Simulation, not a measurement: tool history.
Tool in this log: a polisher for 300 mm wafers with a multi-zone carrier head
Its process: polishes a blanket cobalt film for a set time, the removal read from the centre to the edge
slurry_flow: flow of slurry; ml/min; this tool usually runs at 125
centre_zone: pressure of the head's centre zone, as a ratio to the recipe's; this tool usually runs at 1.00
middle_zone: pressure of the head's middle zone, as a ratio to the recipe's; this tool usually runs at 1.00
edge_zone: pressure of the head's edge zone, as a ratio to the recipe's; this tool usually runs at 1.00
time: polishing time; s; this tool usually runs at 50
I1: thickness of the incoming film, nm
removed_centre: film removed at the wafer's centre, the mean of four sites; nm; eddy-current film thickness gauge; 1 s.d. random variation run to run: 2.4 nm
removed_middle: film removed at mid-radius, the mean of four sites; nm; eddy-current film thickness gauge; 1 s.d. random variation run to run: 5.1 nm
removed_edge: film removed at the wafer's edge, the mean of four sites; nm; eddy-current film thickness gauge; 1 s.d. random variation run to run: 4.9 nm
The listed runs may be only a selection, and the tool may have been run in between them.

run 1 day=0.000 | slurry_flow=125 centre_zone=1.00 middle_zone=1.00 edge_zone=1.00 time=50 | I1=1158.3 | removed_centre=334.2 removed_middle=338.5 removed_edge=345.8
run 2 day=1.150 | slurry_flow=125 centre_zone=1.00 middle_zone=1.00 edge_zone=1.00 time=50 | I1=1128.5 | removed_centre=334.2 removed_middle=335.3 removed_edge=342.3
run 3 day=3.271 | slurry_flow=125 centre_zone=1.00 middle_zone=1.00 edge_zone=1.00 time=50 | I1=1144.6 | removed_centre=329.6 removed_middle=335.5 removed_edge=336.4
run 4 day=6.238 | slurry_flow=125 centre_zone=1.00 middle_zone=1.00 edge_zone=1.00 time=50 | I1=1120.6 | removed_centre=322.4 removed_middle=325.1 removed_edge=335.3
run 5 day=7.450 | slurry_flow=170 centre_zone=1.04 middle_zone=1.00 edge_zone=1.08 time=58 | I1=1148.4 | removed_centre=401.9 removed_middle=394.6 removed_edge=401.5
-- day=9.396 worn pad replaced by a new one
run 6 day=10.283 | slurry_flow=125 centre_zone=1.00 middle_zone=1.00 edge_zone=0.93 time=50 | I1=1120.8 | removed_centre=340.5 removed_middle=336.4 removed_edge=339.6
-- day=11.508 slurry nozzle cleaned
run 7 day=12.354 | slurry_flow=125 centre_zone=1.00 middle_zone=1.00 edge_zone=1.00 time=50 | I1=1128.7 | removed_centre=339.8 removed_middle=344.3 removed_edge=346.9
-- day=13.625 carrier head's membrane replaced by a new one
run 8 day=13.646 | slurry_flow=125 centre_zone=1.00 middle_zone=1.04 edge_zone=1.00 time=50 | I1=1147.3 | removed_centre=341.4 removed_middle=357.6 removed_edge=344.1
run 9 day=15.521 | slurry_flow=125 centre_zone=1.00 middle_zone=0.95 edge_zone=0.97 time=50 | I1=1114.9 | removed_centre=342.8 removed_middle=328.0 removed_edge=329.4
run 10 day=17.429 | slurry_flow=125 centre_zone=1.00 middle_zone=1.00 edge_zone=1.00 time=50 | I1=1117.3 | removed_centre=332.8 removed_middle=333.6 removed_edge=344.8
run 11 day=19.038 | slurry_flow=150 centre_zone=1.09 middle_zone=1.00 edge_zone=1.00 time=50 | I1=1144.3 | removed_centre=367.2 removed_middle=346.6 removed_edge=340.3
run 12 day=20.854 | slurry_flow=155 centre_zone=1.00 middle_zone=1.00 edge_zone=1.00 time=50 | I1=1130.6 | removed_centre=343.6 removed_middle=342.2 removed_edge=346.7
-- day=22.204 centre zone pressure recalibrated
run 13 day=22.275 | slurry_flow=125 centre_zone=1.00 middle_zone=1.00 edge_zone=1.00 time=50 | I1=1120.0 | removed_centre=323.4 removed_middle=329.1 removed_edge=337.9
-- day=24.546 worn pad replaced by a new one
run 14 day=25.233 | slurry_flow=100 centre_zone=1.04 middle_zone=1.00 edge_zone=1.00 time=50 | I1=1130.4 | removed_centre=330.8 removed_middle=329.2 removed_edge=327.6
run 15 day=26.950 | slurry_flow=125 centre_zone=1.00 middle_zone=1.00 edge_zone=1.00 time=50 | I1=1130.1 | removed_centre=337.1 removed_middle=341.6 removed_edge=348.2
run 16 day=29.750 | slurry_flow=90 centre_zone=1.07 middle_zone=0.95 edge_zone=0.89 time=50 | I1=1128.1 | removed_centre=324.0 removed_middle=304.1 removed_edge=308.1
run 17 day=32.400 | slurry_flow=125 centre_zone=1.00 middle_zone=0.95 edge_zone=1.00 time=50 | I1=1132.7 | removed_centre=335.7 removed_middle=317.4 removed_edge=337.7
run 18 day=35.062 | slurry_flow=105 centre_zone=1.00 middle_zone=0.94 edge_zone=1.00 time=50 | I1=1147.8 | removed_centre=314.3 removed_middle=305.9 removed_edge=327.3
-- day=36.117 carrier head's membrane replaced by a new one
run 19 day=37.012 | slurry_flow=125 centre_zone=1.10 middle_zone=1.07 edge_zone=1.00 time=60 | I1=1135.8 | removed_centre=419.0 removed_middle=413.8 removed_edge=408.6
run 20 day=38.175 | slurry_flow=125 centre_zone=1.00 middle_zone=1.00 edge_zone=1.00 time=32 | I1=1163.0 | removed_centre=207.2 removed_middle=207.9 removed_edge=213.0
-- day=38.642 slurry nozzle cleaned
run 21 day=39.262 | slurry_flow=125 centre_zone=1.00 middle_zone=1.00 edge_zone=0.88 time=59 | I1=1142.3 | removed_centre=375.6 removed_middle=385.7 removed_edge=364.3
-- day=40.200 worn pad replaced by a new one
run 22 day=40.288 | slurry_flow=125 centre_zone=0.92 middle_zone=1.00 edge_zone=1.00 time=59 | I1=1141.9 | removed_centre=374.8 removed_middle=403.6 removed_edge=399.1

Branching from run 22: 4 alternative next runs. What would each branch give?
run A day=40.304 | slurry_flow=160 centre_zone=1.00 middle_zone=1.00 edge_zone=1.00 time=50 | I1=1125.9 | removed_centre=? removed_middle=? removed_edge=?
run B day=40.304 | slurry_flow=125 centre_zone=0.90 middle_zone=1.10 edge_zone=0.89 time=50 | I1=1125.9 | removed_centre=? removed_middle=? removed_edge=?
run C day=40.304 | slurry_flow=125 centre_zone=0.96 middle_zone=1.05 edge_zone=1.00 time=57 | I1=1125.9 | removed_centre=? removed_middle=? removed_edge=?
run D day=40.304 | slurry_flow=125 centre_zone=1.00 middle_zone=0.97 edge_zone=1.00 time=50 | I1=1125.9 | removed_centre=? removed_middle=? removed_edge=?

run=A removed_centre=355.2 removed_middle=357.1 removed_edge=355.8
run=B removed_centre=313.4 removed_middle=368.4 removed_edge=330.2
run=C removed_centre=373.3 removed_middle=404.1 removed_edge=391.9
run=D removed_centre=336.7 removed_middle=332.3 removed_edge=344.1
Stripped of hidden state, with their random variation kept, the same runs would have yielded:
run=A removed_centre=361.3 removed_middle=363.2 removed_edge=361.9
run=B removed_centre=318.9 removed_middle=374.8 removed_edge=336.0
run=C removed_centre=379.8 removed_middle=411.1 removed_edge=398.7
run=D removed_centre=342.6 removed_middle=338.1 removed_edge=350.1
